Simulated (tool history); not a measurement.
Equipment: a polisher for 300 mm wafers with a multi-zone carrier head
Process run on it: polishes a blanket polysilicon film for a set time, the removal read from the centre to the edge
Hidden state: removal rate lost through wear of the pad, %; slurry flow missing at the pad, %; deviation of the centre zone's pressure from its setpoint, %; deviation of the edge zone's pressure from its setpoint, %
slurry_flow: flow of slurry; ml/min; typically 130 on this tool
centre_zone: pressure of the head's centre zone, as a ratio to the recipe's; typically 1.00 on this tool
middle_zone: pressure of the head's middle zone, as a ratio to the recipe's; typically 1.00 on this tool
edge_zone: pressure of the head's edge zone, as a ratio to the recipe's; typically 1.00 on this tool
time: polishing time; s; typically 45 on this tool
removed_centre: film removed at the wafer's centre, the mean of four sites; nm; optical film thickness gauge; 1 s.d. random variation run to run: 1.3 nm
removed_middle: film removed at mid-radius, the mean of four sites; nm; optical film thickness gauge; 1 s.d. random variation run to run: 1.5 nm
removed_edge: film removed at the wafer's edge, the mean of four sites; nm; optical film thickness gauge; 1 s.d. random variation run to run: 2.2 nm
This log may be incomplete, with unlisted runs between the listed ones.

run,hour,slurry_flow,centre_zone,middle_zone,edge_zone,time,wafers since the last listed run,wafers polished on this pad,hours since the slurry nozzle was cleaned,hours since the centre zone pressure was calibrated,hours since the edge zone pressure was calibrated,hours since the carrier head's membrane was replaced,"incoming thickness of the incoming film, nm",removed_centre,removed_middle,removed_edge
1,0.0,130,1.00,1.00,1.00,33,0,921,829.7,594.8,1338.7,1513.2,2203.7,118.5,125.4,130.6
# hour 3.9: edge zone pressure recalibrated
# hour 6.5: slurry nozzle cleaned
2,7.7,130,1.00,1.00,1.00,33,69,991,1.2,602.5,3.8,1520.9,2265.6,118.5,124.8,129.9
3,14.1,130,1.00,1.00,1.00,45,95,1086,7.6,608.9,10.2,1527.3,2214.4,158.6,167.3,175.4
# hour 25.1: worn pad replaced by a new one
4,26.1,130,1.00,1.00,1.00,45,118,14,19.6,620.9,22.2,1539.3,2248.2,167.7,174.8,185.1
5,33.1,130,1.00,1.00,1.00,45,103,118,26.6,627.9,29.2,1546.3,2275.3,165.9,176.0,188.2
6,75.1,130,1.00,1.00,1.00,45,623,742,68.6,669.9,71.2,1588.3,2273.8,163.7,172.0,181.2
7,84.1,130,1.00,1.00,1.00,48,133,876,77.6,678.9,80.2,1597.3,2227.3,174.4,182.7,194.2
8,91.9,130,1.00,1.00,1.00,31,115,992,85.4,686.7,88.0,1605.1,2247.2,111.2,119.6,124.7
9,99.5,165,1.00,1.00,1.10,45,112,1105,93.0,694.3,95.6,1612.7,2245.1,166.9,174.6,189.2
# hour 105.0: worn pad replaced by a new one
10,108.0,130,0.96,0.90,1.00,45,66,44,101.5,702.8,104.1,1621.2,2227.9,159.7,161.6,183.3
11,121.4,130,1.00,1.00,1.00,45,199,243,114.9,716.2,117.5,1634.6,2216.7,166.4,175.3,183.7
# hour 137.3: carrier head's membrane replaced by a new one
12,137.8,100,1.07,1.00,1.00,45,169,412,131.3,732.6,133.9,0.5,2227.9,162.9,162.5,175.6
13,151.0,150,1.00,1.00,1.00,45,196,608,144.5,745.8,147.1,13.7,2213.5,170.2,177.0,184.8
# hour 154.6: centre zone pressure recalibrated
14,165.3,130,1.00,1.00,1.10,45,182,791,158.8,10.7,161.4,28.0,2227.5,172.5,171.4,189.4
15,178.2,130,1.00,1.00,1.00,45,191,983,171.7,23.6,174.3,40.9,2261.0,170.7,167.9,178.1
# hour 182.7: worn pad replaced by a new one
16,194.3,145,1.09,0.97,1.00,59,179,172,187.8,39.7,190.4,57.0,2206.1,256.2,230.6,244.3
17,210.7,90,0.89,1.00,1.00,53,243,416,204.2,56.1,206.8,73.4,2237.7,168.0,187.3,200.9
18,227.4,130,1.00,1.00,1.00,45,248,664,220.9,72.8,223.5,90.1,2240.1,172.8,172.4,183.3
19,239.0,150,1.00,1.00,0.89,45,172,836,232.5,84.4,235.1,101.7,2214.3,177.4,175.4,172.6
20,252.1,130,1.00,1.07,0.92,40,194,1031,245.6,97.5,248.2,114.8,2240.2,149.7,161.3,155.3
21,258.6,165,1.06,0.93,0.94,45,96,1128,252.1,104.0,254.7,121.3,2223.9,184.7,163.3,177.3
# hour 271.0: worn pad replaced by a new one
22,271.5,110,0.92,1.00,1.00,37,132,6,265.0,116.9,267.6,134.2,2250.4,126.4,136.4,147.5
23,276.7,130,1.00,1.00,1.04,49,77,84,270.2,122.1,272.8,139.4,2249.2,188.6,192.0,201.2

Branching from run 23: 3 alternative next runs. What would each branch give?
A,277.1,130,1.00,1.04,1.00,45,5,90,270.6,122.5,273.2,139.8,2249.4,?,?,?
B,277.1,140,0.96,1.08,1.00,45,5,90,270.6,122.5,273.2,139.8,2249.4,?,?,?
C,277.1,85,1.00,1.00,1.07,45,5,90,270.6,122.5,273.2,139.8,2249.4,?,?,?

run,removed_centre,removed_middle,removed_edge
A,171.0,178.8,185.5
B,167.9,187.7,187.5
C,149.4,153.9,176.1
Take away the tool's hidden state, keep each run's random variation, and the runs would have read:
run,removed_centre,removed_middle,removed_edge
A,179.0,179.5,186.2
B,175.8,188.4,188.2
C,156.4,154.5,176.8

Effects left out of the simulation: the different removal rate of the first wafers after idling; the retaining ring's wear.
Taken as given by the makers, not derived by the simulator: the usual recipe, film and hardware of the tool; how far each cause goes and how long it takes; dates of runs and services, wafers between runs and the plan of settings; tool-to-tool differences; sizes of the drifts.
